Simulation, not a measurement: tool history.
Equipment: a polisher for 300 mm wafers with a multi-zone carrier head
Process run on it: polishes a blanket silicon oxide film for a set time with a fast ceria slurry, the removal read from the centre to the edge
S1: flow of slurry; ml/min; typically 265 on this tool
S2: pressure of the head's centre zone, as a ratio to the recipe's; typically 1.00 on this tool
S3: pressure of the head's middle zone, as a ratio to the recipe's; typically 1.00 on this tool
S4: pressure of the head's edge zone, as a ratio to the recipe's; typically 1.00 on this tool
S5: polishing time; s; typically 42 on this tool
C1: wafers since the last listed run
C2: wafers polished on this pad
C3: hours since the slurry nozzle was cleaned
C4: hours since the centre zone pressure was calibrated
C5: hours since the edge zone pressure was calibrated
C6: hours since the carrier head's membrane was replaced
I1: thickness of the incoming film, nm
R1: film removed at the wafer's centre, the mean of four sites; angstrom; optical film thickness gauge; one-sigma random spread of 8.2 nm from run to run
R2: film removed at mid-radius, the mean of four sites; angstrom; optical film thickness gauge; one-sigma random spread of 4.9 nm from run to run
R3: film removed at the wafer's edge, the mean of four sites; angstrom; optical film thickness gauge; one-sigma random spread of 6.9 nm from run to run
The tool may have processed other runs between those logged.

run,hour,S1,S2,S3,S4,S5,C1,C2,C3,C4,C5,C6,I1,R1,R2,R3
1,0.0,265,1.00,1.00,1.00,46,0,407,69.9,840.6,596.0,1515.5,1627.7,6544,7306,7031
2,29.7,265,1.00,1.00,1.00,42,415,822,99.6,870.3,625.7,1545.2,1645.7,6174,6676,6264
3,82.2,265,1.00,1.00,1.00,42,733,1556,152.1,922.8,678.2,1597.7,1672.1,6181,6658,6357
4,146.9,265,1.00,1.00,1.00,42,904,2460,216.8,987.5,742.9,1662.4,1663.4,6170,6638,6411
# hour 218.8: worn pad replaced by a new one
5,225.6,265,1.00,1.00,1.00,42,1044,95,295.5,1066.2,821.6,1741.1,1696.2,6005,6634,6344
# hour 234.3: centre zone pressure recalibrated
6,280.6,265,1.00,1.00,1.00,42,740,836,350.5,46.3,876.6,1796.1,1659.3,6284,6577,6318
7,319.7,265,1.00,1.00,1.00,42,546,1382,389.6,85.4,915.7,1835.2,1675.4,6352,6649,6334
# hour 343.3: carrier head's membrane replaced by a new one
8,368.0,265,1.00,1.00,1.00,42,605,1987,437.9,133.7,964.0,24.7,1655.4,6452,6597,6314
9,412.2,265,1.00,1.00,1.00,42,617,2605,482.1,177.9,1008.2,68.9,1658.3,6392,6553,6326
10,448.9,265,1.00,1.00,1.00,42,512,3118,518.8,214.6,1044.9,105.6,1653.0,6225,6603,6456
# hour 465.3: worn pad replaced by a new one
11,506.0,265,0.93,1.00,1.11,35,742,569,575.9,271.7,1102.0,162.7,1647.4,4804,5423,5526
12,561.6,265,1.00,1.00,1.00,42,777,1346,631.5,327.3,1157.6,218.3,1657.6,6230,6527,6251
13,620.0,340,1.00,1.00,1.00,42,816,2162,689.9,385.7,1216.0,276.7,1660.4,6498,6656,6295
# hour 630.5: edge zone pressure recalibrated
# hour 662.2: slurry nozzle cleaned
14,688.7,265,0.97,1.11,1.00,50,918,3080,26.5,454.4,58.2,345.4,1639.7,7440,8681,7574
# hour 707.4: worn pad replaced by a new one
15,718.9,265,1.12,1.00,0.94,42,366,161,56.7,484.6,88.4,375.6,1669.3,7135,6726,6154
16,764.0,265,1.00,1.00,1.00,42,630,791,101.8,529.7,133.5,420.7,1647.7,6261,6764,6354
17,802.5,350,1.00,1.00,1.00,42,538,1329,140.3,568.2,172.0,459.2,1663.3,6544,6915,6536
18,854.1,265,1.00,1.00,1.00,42,721,2050,191.9,619.8,223.6,510.8,1685.2,6432,6688,6380
19,878.3,265,0.89,1.07,0.95,42,338,2389,216.1,644.0,247.8,535.0,1684.2,5412,7057,6146
# hour 915.2: worn pad replaced by a new one
20,944.6,265,1.00,1.00,1.00,42,870,411,282.4,710.3,314.1,601.3,1656.8,6333,6695,6373
21,971.6,295,1.00,1.11,0.90,42,377,788,309.4,737.3,341.1,628.3,1647.7,6290,7386,5993

Here are 5 independent what-if runs from the current tool condition. What would each one return?
A,972.0,265,1.00,1.00,0.89,42,5,794,309.8,737.7,341.5,628.7,1679.2,?,?,?
B,972.0,265,1.05,1.04,1.12,52,5,794,309.8,737.7,341.5,628.7,1679.2,?,?,?
C,972.0,265,1.10,1.00,1.00,56,5,794,309.8,737.7,341.5,628.7,1679.2,?,?,?
D,972.0,265,1.00,1.12,1.00,56,5,794,309.8,737.7,341.5,628.7,1679.2,?,?,?
E,972.0,265,1.00,1.00,0.96,42,5,794,309.8,737.7,341.5,628.7,1679.2,?,?,?

run,R1,R2,R3
A,6354,6637,6086
B,8267,8490,8415
C,9328,8844,8571
D,8479,9745,8558
E,6354,6637,6304
Take away the tool's hidden state, keep each run's random variation, and the runs would have read:
run,R1,R2,R3
A,6601,6677,6115
B,8587,8541,8454
C,9688,8897,8611
D,8809,9803,8597
E,6601,6676,6333

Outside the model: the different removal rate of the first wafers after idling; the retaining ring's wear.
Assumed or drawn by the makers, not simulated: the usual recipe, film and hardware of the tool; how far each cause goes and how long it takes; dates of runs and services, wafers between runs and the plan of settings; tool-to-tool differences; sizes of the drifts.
